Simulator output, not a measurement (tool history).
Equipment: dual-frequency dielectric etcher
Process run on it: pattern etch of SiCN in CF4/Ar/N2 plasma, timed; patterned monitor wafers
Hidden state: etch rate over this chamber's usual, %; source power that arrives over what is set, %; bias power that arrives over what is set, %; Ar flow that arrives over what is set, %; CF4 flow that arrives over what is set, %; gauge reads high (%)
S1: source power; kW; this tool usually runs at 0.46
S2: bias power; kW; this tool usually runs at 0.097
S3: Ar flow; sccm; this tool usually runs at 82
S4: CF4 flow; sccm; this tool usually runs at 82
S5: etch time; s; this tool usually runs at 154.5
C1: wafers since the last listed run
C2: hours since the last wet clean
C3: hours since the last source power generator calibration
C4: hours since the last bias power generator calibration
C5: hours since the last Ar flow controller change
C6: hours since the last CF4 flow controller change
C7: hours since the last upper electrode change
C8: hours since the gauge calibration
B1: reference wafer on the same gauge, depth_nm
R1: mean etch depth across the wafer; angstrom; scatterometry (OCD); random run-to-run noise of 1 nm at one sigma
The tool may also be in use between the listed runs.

| run | hour | S1 | S2 | S3 | S4 | S5 | C1 | C2 | C3 | C4 | C5 | C6 | C7 | C8 | B1 | R1 |
|---|---|---|---|---|---|---|---|---|---|---|---|---|---|---|---|---|
| 1 | 0 | 0.46 | 0.097 | 82 | 82 | 154.5 | 0 | 149.5 | 3689.1 | 107.6 | 267.5 | 4376 | 220.1 | 241.7 | 139.3 | 1599 |
| 2 | 29.5 | 0.46 | 0.097 | 82 | 82 | 154.5 | 194 | 179 | 3718.6 | 137.1 | 297 | 4405.5 | 249.6 | 271.2 | 139 | 1608 |
| 3 | 56.3 | 0.46 | 0.097 | 82 | 75 | 154.5 | 176 | 205.8 | 3745.4 | 163.9 | 323.8 | 4432.3 | 276.4 | 298 | 139.3 | 1579 |
| 4 | 89 | 0.36 | 0.116 | 82 | 74 | 169 | 215 | 238.5 | 3778.1 | 196.6 | 356.5 | 4465 | 309.1 | 330.7 | 138.9 | 1572 |
| 5 | 116.2 | 0.46 | 0.097 | 82 | 82 | 154.5 | 179 | 265.7 | 3805.3 | 223.8 | 383.7 | 4492.2 | 336.3 | 357.9 | 139 | 1588 |
| 6 | 144.9 | 0.46 | 0.097 | 102 | 82 | 185.5 | 189 | 294.4 | 3834 | 252.5 | 412.4 | 4520.9 | 365 | 386.6 | 139 | 1835 |
|  | 157.7 | CF4 flow controller replaced |
| 7 | 180.4 | 0.46 | 0.097 | 97 | 96 | 154.5 | 194 | 329.9 | 3869.5 | 288 | 447.9 | 22.7 | 400.5 | 422.1 | 138.8 | 1596 |
|  | 188.5 | source power generator calibrated |
| 8 | 200.4 | 0.46 | 0.097 | 82 | 82 | 154.5 | 105 | 349.9 | 11.9 | 308 | 467.9 | 42.7 | 420.5 | 442.1 | 138.9 | 1579 |
| 9 | 219.1 | 0.46 | 0.097 | 82 | 82 | 172.5 | 123 | 368.6 | 30.6 | 326.7 | 486.6 | 61.4 | 439.2 | 460.8 | 138.8 | 1758 |
| 10 | 235.2 | 0.36 | 0.097 | 95 | 82 | 154.5 | 106 | 384.7 | 46.7 | 342.8 | 502.7 | 77.5 | 455.3 | 476.9 | 139.1 | 1298 |
| 11 | 267.4 | 0.46 | 0.097 | 75 | 82 | 154.5 | 212 | 416.9 | 78.9 | 375 | 534.9 | 109.7 | 487.5 | 509.1 | 139.3 | 1592 |
| 12 | 296 | 0.46 | 0.097 | 82 | 82 | 141 | 188 | 445.5 | 107.5 | 403.6 | 563.5 | 138.3 | 516.1 | 537.7 | 138.6 | 1424 |
| 13 | 328.1 | 0.46 | 0.097 | 82 | 82 | 173.5 | 211 | 477.6 | 139.6 | 435.7 | 595.6 | 170.4 | 548.2 | 569.8 | 139.2 | 1757 |
|  | 334.7 | gauge calibrated |
| 14 | 352.6 | 0.46 | 0.097 | 82 | 82 | 154.5 | 161 | 502.1 | 164.1 | 460.2 | 620.1 | 194.9 | 572.7 | 17.9 | 138.8 | 1562 |
| 15 | 373.1 | 0.46 | 0.097 | 82 | 82 | 127 | 135 | 522.6 | 184.6 | 480.7 | 640.6 | 215.4 | 593.2 | 38.4 | 139.1 | 1271 |
| 16 | 396.5 | 0.46 | 0.115 | 99 | 64 | 154.5 | 154 | 546 | 208 | 504.1 | 664 | 238.8 | 616.6 | 61.8 | 139.1 | 1559 |
| 17 | 421.2 | 0.56 | 0.097 | 66 | 68 | 137.5 | 163 | 570.7 | 232.7 | 528.8 | 688.7 | 263.5 | 641.3 | 86.5 | 139.1 | 1571 |
| 18 | 434.2 | 0.42 | 0.097 | 82 | 82 | 176.5 | 85 | 583.7 | 245.7 | 541.8 | 701.7 | 276.5 | 654.3 | 99.5 | 138.9 | 1653 |
| 19 | 451.8 | 0.54 | 0.097 | 82 | 82 | 142.5 | 116 | 601.3 | 263.3 | 559.4 | 719.3 | 294.1 | 671.9 | 117.1 | 139.2 | 1596 |
|  | 487.3 | wet clean of the chamber |
| 20 | 487.8 | 0.46 | 0.097 | 97 | 96 | 154.5 | 79 | 0.5 | 299.3 | 595.4 | 755.3 | 330.1 | 707.9 | 153.1 | 138.9 | 1640 |
| 21 | 488.2 | 0.46 | 0.097 | 82 | 82 | 154.5 | 2 | 0.9 | 299.7 | 595.8 | 755.7 | 330.5 | 708.3 | 153.5 | 139 | 1612 |

Alternative continuations, all from the tool just after run 21; predict every row:
| A | 488.7 | 0.46 | 0.097 | 82 | 82 | 154.5 | 3 | 1.4 | 300.2 | 596.3 | 756.2 | 331 | 708.8 | 154 | ? | ? |
| B | 488.7 | 0.35 | 0.103 | 82 | 82 | 154.5 | 3 | 1.4 | 300.2 | 596.3 | 756.2 | 331 | 708.8 | 154 | ? | ? |
| C | 488.7 | 0.53 | 0.09 | 82 | 82 | 154.5 | 3 | 1.4 | 300.2 | 596.3 | 756.2 | 331 | 708.8 | 154 | ? | ? |
| D | 488.7 | 0.51 | 0.097 | 94 | 82 | 200.5 | 3 | 1.4 | 300.2 | 596.3 | 756.2 | 331 | 708.8 | 154 | ? | ? |

| run | B1 | R1 |
|---|---|---|
| A | 139.3 | 1604 |
| B | 139.3 | 1369 |
| C | 139.3 | 1712 |
| D | 139.3 | 2197 |
With the hidden condition removed and each run's random variation left untouched, the same runs would have given:
| run | R1 |
|---|---|
| A | 1608 |
| B | 1372 |
| C | 1716 |
| D | 2203 |
